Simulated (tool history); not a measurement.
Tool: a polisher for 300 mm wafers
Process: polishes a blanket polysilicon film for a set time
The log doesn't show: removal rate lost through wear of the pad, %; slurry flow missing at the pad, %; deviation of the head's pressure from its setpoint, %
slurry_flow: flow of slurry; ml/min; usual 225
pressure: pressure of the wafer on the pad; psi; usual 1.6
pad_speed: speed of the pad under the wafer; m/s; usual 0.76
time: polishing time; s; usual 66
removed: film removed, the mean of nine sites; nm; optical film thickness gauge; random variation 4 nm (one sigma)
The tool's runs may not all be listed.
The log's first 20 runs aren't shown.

| run | hour | slurry_flow | pressure | pad_speed | time | wafers since the last listed run | wafers polished on this pad | hours since the slurry nozzle was cleaned | hours since the head pressure was calibrated | incoming thickness of the incoming film, nm | removed |
|---|---|---|---|---|---|---|---|---|---|---|---|
| 21 | 242.8 | 175 | 2.2 | 0.56 | 66 | 86 | 1076 | 513.5 | 54.3 | 2227.3 | 248.2 |
| 22 | 250.1 | 225 | 1.6 | 0.98 | 81 | 76 | 1153 | 520.8 | 61.6 | 2179.1 | 348.3 |
|  | 257.7 | worn pad replaced by a new one |
| 23 | 267.8 | 300 | 1.6 | 0.66 | 66 | 143 | 105 | 538.5 | 79.3 | 2226.3 | 254.7 |
| 24 | 280.9 | 280 | 1.9 | 0.76 | 66 | 137 | 243 | 551.6 | 92.4 | 2187.7 | 305.8 |
| 25 | 289.7 | 225 | 1.3 | 0.84 | 49 | 92 | 335 | 560.4 | 101.2 | 2247.7 | 181.7 |
| 26 | 296 | 225 | 1.6 | 0.76 | 66 | 66 | 401 | 566.7 | 107.5 | 2196.4 | 257.3 |
| 27 | 302.1 | 225 | 1.6 | 0.76 | 66 | 64 | 465 | 572.8 | 113.6 | 2171.4 | 256.8 |
|  | 307.1 | slurry nozzle cleaned |
| 28 | 308.9 | 160 | 1.2 | 0.64 | 58 | 60 | 526 | 1.8 | 120.4 | 2204.7 | 160.4 |
| 29 | 315.8 | 270 | 1.8 | 0.88 | 57 | 72 | 599 | 8.7 | 127.3 | 2228.9 | 265.9 |
| 30 | 329.8 | 225 | 1.4 | 0.68 | 66 | 146 | 746 | 22.7 | 141.3 | 2195 | 213 |
| 31 | 344.1 | 225 | 1.6 | 0.76 | 66 | 150 | 896 | 37 | 155.6 | 2247.1 | 244.1 |
| 32 | 352.7 | 300 | 1.3 | 0.68 | 44 | 90 | 986 | 45.6 | 164.2 | 2148.5 | 137.1 |
| 33 | 361.9 | 300 | 1.3 | 0.68 | 44 | 96 | 1083 | 54.8 | 173.4 | 2185 | 135.8 |
|  | 370.8 | worn pad replaced by a new one |
| 34 | 375.8 | 225 | 1.9 | 1 | 53 | 103 | 52 | 68.7 | 187.3 | 2206 | 296 |
| 35 | 384.5 | 150 | 1.6 | 0.76 | 66 | 91 | 143 | 77.4 | 196 | 2214 | 255.2 |

Forecast each of these 5 alternatives for the next run:
| A | 384.9 | 225 | 1.6 | 0.88 | 66 | 4 | 147 | 77.8 | 196.4 | 2206.1 | ? |
| B | 384.9 | 300 | 2.1 | 0.76 | 66 | 4 | 147 | 77.8 | 196.4 | 2206.1 | ? |
| C | 384.9 | 225 | 1.6 | 0.5 | 60 | 4 | 147 | 77.8 | 196.4 | 2206.1 | ? |
| D | 384.9 | 195 | 1.6 | 0.76 | 58 | 4 | 147 | 77.8 | 196.4 | 2206.1 | ? |
| E | 384.9 | 225 | 1.6 | 0.88 | 48 | 4 | 147 | 77.8 | 196.4 | 2206.1 | ? |

| run | removed |
|---|---|
| A | 285.3 |
| B | 321.3 |
| C | 183.2 |
| D | 224.1 |
| E | 207.5 |
Without the tool's hidden state the same runs would have given:
| run | removed |
|---|---|
| A | 301.3 |
| B | 339.3 |
| C | 193.4 |
| D | 236.6 |
| E | 219.1 |
